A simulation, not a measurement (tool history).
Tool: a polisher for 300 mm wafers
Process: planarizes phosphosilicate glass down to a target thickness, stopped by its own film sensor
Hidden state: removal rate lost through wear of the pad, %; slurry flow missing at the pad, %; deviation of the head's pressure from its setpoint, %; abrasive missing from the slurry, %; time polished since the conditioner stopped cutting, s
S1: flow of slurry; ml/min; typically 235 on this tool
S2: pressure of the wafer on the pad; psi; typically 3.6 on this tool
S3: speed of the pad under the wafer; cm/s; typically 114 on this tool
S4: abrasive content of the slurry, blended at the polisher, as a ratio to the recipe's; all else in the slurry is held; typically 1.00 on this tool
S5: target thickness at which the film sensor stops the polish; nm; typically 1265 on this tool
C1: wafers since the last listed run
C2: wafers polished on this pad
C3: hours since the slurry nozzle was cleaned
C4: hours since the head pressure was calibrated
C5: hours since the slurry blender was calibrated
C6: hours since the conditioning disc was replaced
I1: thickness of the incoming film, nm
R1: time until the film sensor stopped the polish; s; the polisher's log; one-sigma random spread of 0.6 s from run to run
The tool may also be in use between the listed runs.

run 1 hour=0.0 | S1=235 S2=3.6 S3=114 S4=1.00 S5=1265 | C1=0 C2=3940 C3=115.9 C4=189.2 C5=210.6 C6=318.9 | I1=2017.5 | R1=63.9
-- hour=24.8 worn pad replaced by a new one
-- hour=36.5 slurry blender recalibrated
run 2 hour=37.0 | S1=235 S2=3.6 S3=114 S4=1.00 S5=1265 | C1=473 C2=155 C3=152.9 C4=226.2 C5=0.5 C6=355.9 | I1=2015.6 | R1=64.0
run 3 hour=108.3 | S1=235 S2=3.6 S3=114 S4=1.00 S5=1265 | C1=1089 C2=1245 C3=224.2 C4=297.5 C5=71.8 C6=427.2 | I1=2035.8 | R1=66.1
-- hour=144.0 conditioning disc replaced and pad reconditioned
run 4 hour=172.6 | S1=235 S2=3.0 S3=114 S4=1.00 S5=1265 | C1=952 C2=2197 C3=288.5 C4=361.8 C5=136.1 C6=28.6 | I1=1985.9 | R1=73.5
run 5 hour=219.8 | S1=235 S2=3.0 S3=114 S4=1.00 S5=1265 | C1=721 C2=2918 C3=335.7 C4=409.0 C5=183.3 C6=75.8 | I1=1995.5 | R1=75.3
run 6 hour=254.1 | S1=275 S2=3.6 S3=114 S4=0.80 S5=1265 | C1=524 C2=3442 C3=370.0 C4=443.3 C5=217.6 C6=110.1 | I1=2009.0 | R1=75.5
-- hour=267.1 slurry blender recalibrated
-- hour=336.1 worn pad replaced by a new one
run 7 hour=382.1 | S1=275 S2=3.6 S3=114 S4=0.80 S5=1265 | C1=1864 C2=703 C3=498.0 C4=571.3 C5=115.0 C6=238.1 | I1=1994.8 | R1=75.6
run 8 hour=447.8 | S1=235 S2=3.6 S3=136 S4=1.00 S5=1265 | C1=1004 C2=1707 C3=563.7 C4=637.0 C5=180.7 C6=303.8 | I1=2040.5 | R1=62.4
run 9 hour=472.9 | S1=235 S2=3.6 S3=136 S4=1.00 S5=1265 | C1=383 C2=2091 C3=588.8 C4=662.1 C5=205.8 C6=328.9 | I1=2010.8 | R1=59.5
run 10 hour=518.1 | S1=235 S2=2.9 S3=134 S4=1.00 S5=1265 | C1=690 C2=2781 C3=634.0 C4=707.3 C5=251.0 C6=374.1 | I1=2024.9 | R1=73.0
-- hour=567.2 slurry blender recalibrated
run 11 hour=575.0 | S1=210 S2=3.3 S3=150 S4=1.30 S5=1265 | C1=839 C2=3621 C3=690.9 C4=764.2 C5=7.8 C6=431.0 | I1=2022.8 | R1=53.1
-- hour=582.1 head pressure recalibrated
-- hour=582.3 worn pad replaced by a new one
run 12 hour=601.1 | S1=235 S2=3.6 S3=126 S4=1.00 S5=1171 | C1=365 C2=287 C3=717.0 C4=19.0 C5=33.9 C6=457.1 | I1=2010.1 | R1=61.5
run 13 hour=636.0 | S1=275 S2=3.6 S3=90 S4=1.00 S5=1265 | C1=533 C2=820 C3=751.9 C4=53.9 C5=68.8 C6=492.0 | I1=1979.7 | R1=65.9
-- hour=654.5 conditioning disc replaced and pad reconditioned
run 14 hour=682.8 | S1=235 S2=3.6 S3=114 S4=1.00 S5=1265 | C1=684 C2=1505 C3=798.7 C4=100.7 C5=115.6 C6=28.3 | I1=2021.5 | R1=61.3
run 15 hour=712.8 | S1=270 S2=4.2 S3=100 S4=1.15 S5=1265 | C1=458 C2=1964 C3=828.7 C4=130.7 C5=145.6 C6=58.3 | I1=2021.1 | R1=53.8
-- hour=714.2 slurry nozzle cleaned
run 16 hour=757.4 | S1=235 S2=4.1 S3=114 S4=0.80 S5=1114 | C1=666 C2=2630 C3=43.2 C4=175.3 C5=190.2 C6=102.9 | I1=2008.6 | R1=79.5
run 17 hour=804.3 | S1=235 S2=3.6 S3=80 S4=1.00 S5=1265 | C1=716 C2=3347 C3=90.1 C4=222.2 C5=237.1 C6=149.8 | I1=1987.3 | R1=77.0
-- hour=823.5 worn pad replaced by a new one
-- hour=844.6 slurry blender recalibrated
run 18 hour=845.1 | S1=235 S2=2.6 S3=132 S4=1.00 S5=1265 | C1=531 C2=299 C3=130.9 C4=263.0 C5=0.5 C6=190.6 | I1=1999.6 | R1=74.4
run 19 hour=890.1 | S1=290 S2=3.6 S3=148 S4=1.00 S5=1122 | C1=687 C2=987 C3=175.9 C4=308.0 C5=45.5 C6=235.6 | I1=1979.9 | R1=58.7
run 20 hour=942.2 | S1=305 S2=3.6 S3=100 S4=0.70 S5=1162 | C1=796 C2=1783 C3=228.0 C4=360.1 C5=97.6 C6=287.7 | I1=1977.0 | R1=102.4
run 21 hour=992.4 | S1=165 S2=3.3 S3=94 S4=1.00 S5=1265 | C1=767 C2=2550 C3=278.2 C4=410.3 C5=147.8 C6=337.9 | I1=2002.0 | R1=81.4
run 22 hour=1025.6 | S1=235 S2=3.6 S3=114 S4=1.00 S5=1265 | C1=507 C2=3058 C3=311.4 C4=443.5 C5=181.0 C6=371.1 | I1=2030.6 | R1=65.8
-- hour=1096.3 worn pad replaced by a new one
run 23 hour=1097.4 | S1=235 S2=3.6 S3=114 S4=1.00 S5=1265 | C1=1036 C2=17 C3=383.2 C4=515.3 C5=252.8 C6=442.9 | I1=2011.6 | R1=65.4
-- hour=1125.1 conditioning disc replaced and pad reconditioned
-- hour=1128.4 slurry blender recalibrated
run 24 hour=1129.0 | S1=235 S2=3.6 S3=114 S4=1.00 S5=1265 | C1=421 C2=439 C3=414.8 C4=546.9 C5=0.6 C6=3.9 | I1=1975.1 | R1=61.6
run 25 hour=1182.7 | S1=180 S2=3.6 S3=114 S4=1.00 S5=1265 | C1=820 C2=1259 C3=468.5 C4=600.6 C5=54.3 C6=57.6 | I1=2012.4 | R1=67.5

Consider 4 possible next runs. They are alternatives, not a sequence: every one starts from the tool as it was left by run 25. What does each give?
run A hour=1183.1 | S1=235 S2=3.6 S3=114 S4=1.00 S5=1130 | C1=6 C2=1265 C3=468.9 C4=601.0 C5=54.7 C6=58.0 | I1=2020.6 | R1=?
run B hour=1183.1 | S1=235 S2=3.6 S3=114 S4=0.85 S5=1265 | C1=6 C2=1265 C3=468.9 C4=601.0 C5=54.7 C6=58.0 | I1=2020.6 | R1=?
run C hour=1183.1 | S1=290 S2=2.5 S3=114 S4=1.00 S5=1453 | C1=6 C2=1265 C3=468.9 C4=601.0 C5=54.7 C6=58.0 | I1=2020.6 | R1=?
run D hour=1183.1 | S1=270 S2=4.4 S3=114 S4=0.75 S5=1099 | C1=6 C2=1265 C3=468.9 C4=601.0 C5=54.7 C6=58.0 | I1=2020.6 | R1=?

run=A R1=78.5
run=B R1=75.3
run=C R1=67.0
run=D R1=85.0
What these runs would have given with no unlogged condition in the tool:
run=A R1=72.0
run=B R1=69.0
run=C R1=61.4
run=D R1=77.9

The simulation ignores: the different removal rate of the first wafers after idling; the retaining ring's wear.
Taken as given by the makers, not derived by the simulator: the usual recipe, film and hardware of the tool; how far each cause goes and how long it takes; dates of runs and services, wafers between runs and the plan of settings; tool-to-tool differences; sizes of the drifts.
